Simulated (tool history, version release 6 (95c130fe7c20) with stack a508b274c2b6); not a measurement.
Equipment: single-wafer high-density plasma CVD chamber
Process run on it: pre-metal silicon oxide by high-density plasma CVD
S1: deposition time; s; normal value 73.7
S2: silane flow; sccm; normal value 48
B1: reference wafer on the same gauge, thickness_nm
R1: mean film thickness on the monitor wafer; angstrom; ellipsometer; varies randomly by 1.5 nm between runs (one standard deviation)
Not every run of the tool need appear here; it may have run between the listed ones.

run 1 hour=0.0 | S1=73.7 S2=48 | B1=308.713 | R1=3439.93
run 2 hour=43.0 | S1=73.7 S2=48 | B1=308.476 | R1=3432.67
run 3 hour=114.1 | S1=73.7 S2=48 | B1=308.869 | R1=3445.06
run 4 hour=190.6 | S1=73.7 S2=48 | B1=308.254 | R1=3446.55
run 5 hour=241.8 | S1=73.7 S2=48 | B1=308.045 | R1=3427.30
run 6 hour=313.8 | S1=73.7 S2=48 | B1=308.523 | R1=3433.43
run 7 hour=407.2 | S1=73.7 S2=48 | B1=307.837 | R1=3404.85
run 8 hour=509.7 | S1=73.7 S2=48 | B1=307.575 | R1=3401.93
run 9 hour=571.1 | S1=73.7 S2=48 | B1=308.033 | R1=3434.18
run 10 hour=638.3 | S1=73.7 S2=48 | B1=307.130 | R1=3417.12
run 11 hour=791.9 | S1=73.7 S2=48 | B1=306.400 | R1=3423.17
run 12 hour=889.2 | S1=80.2 S2=48 | B1=307.144 | R1=3728.50
run 13 hour=958.8 | S1=69.6 S2=48 | B1=306.520 | R1=3232.03
run 14 hour=1067.5 | S1=69.6 S2=48 | B1=306.265 | R1=3240.54
run 15 hour=1117.8 | S1=69.6 S2=48 | B1=306.512 | R1=3220.87
run 16 hour=1158.7 | S1=73.7 S2=48 | B1=305.810 | R1=3405.25
run 17 hour=1262.7 | S1=73.7 S2=48 | B1=306.000 | R1=3395.92
run 18 hour=1353.2 | S1=73.7 S2=48 | B1=305.033 | R1=3411.38
run 19 hour=1421.1 | S1=73.7 S2=54 | B1=304.787 | R1=3813.81
run 20 hour=1487.7 | S1=73.7 S2=54 | B1=305.372 | R1=3814.20
run 21 hour=1587.3 | S1=73.7 S2=48 | B1=304.516 | R1=3380.74
run 22 hour=1627.2 | S1=73.7 S2=55 | B1=304.163 | R1=3903.63
run 23 hour=1731.0 | S1=73.7 S2=48 | B1=304.082 | R1=3401.46
-- hour=1954.4 silane flow controller replaced
run 24 hour=1980.6 | S1=87.7 S2=52 | B1=302.928 | R1=4354.88
run 25 hour=2110.2 | S1=73.7 S2=48 | B1=302.700 | R1=3343.05
run 26 hour=2181.0 | S1=88.0 S2=48 | B1=302.232 | R1=4024.92
-- hour=2221.9 gauge calibrated
run 27 hour=2410.6 | S1=61.8 S2=40 | B1=309.566 | R1=2390.16
run 28 hour=2513.0 | S1=73.7 S2=57 | B1=309.580 | R1=4112.29
run 29 hour=2804.2 | S1=88.0 S2=48 | B1=309.725 | R1=4117.97
run 30 hour=2905.0 | S1=73.7 S2=45 | B1=308.903 | R1=3219.42
run 31 hour=3007.5 | S1=65.8 S2=40 | B1=309.092 | R1=2561.31
run 32 hour=3100.5 | S1=83.0 S2=48 | B1=309.829 | R1=3911.49
run 33 hour=3166.7 | S1=73.7 S2=48 | B1=309.401 | R1=3429.82
run 34 hour=3240.7 | S1=61.1 S2=48 | B1=309.185 | R1=2849.73
run 35 hour=3331.0 | S1=73.7 S2=48 | B1=308.762 | R1=3456.70
run 36 hour=3411.2 | S1=73.7 S2=53 | B1=308.793 | R1=3810.84
run 37 hour=3701.0 | S1=73.7 S2=54 | B1=308.650 | R1=3889.35
run 38 hour=3773.2 | S1=67.5 S2=44 | B1=308.240 | R1=2854.12
run 39 hour=3814.3 | S1=73.7 S2=48 | B1=308.034 | R1=3415.89
run 40 hour=3854.7 | S1=73.7 S2=48 | B1=308.662 | R1=3426.07
run 41 hour=3902.9 | S1=77.8 S2=57 | B1=307.969 | R1=4297.74
run 42 hour=3953.5 | S1=73.7 S2=48 | B1=307.920 | R1=3442.46
run 43 hour=4007.8 | S1=81.7 S2=56 | B1=307.641 | R1=4430.74
run 44 hour=4057.4 | S1=64.7 S2=56 | B1=307.669 | R1=3484.40

The next listed run, before its measurement:
run 45 hour=4139.1 | S1=61.2 S2=53 | B1=? | R1=?

{"run 45": {"B1": 307.264, "R1": 3129.31}}
Without the tool's hidden state the same run would have given R1 3155.28 angstrom.
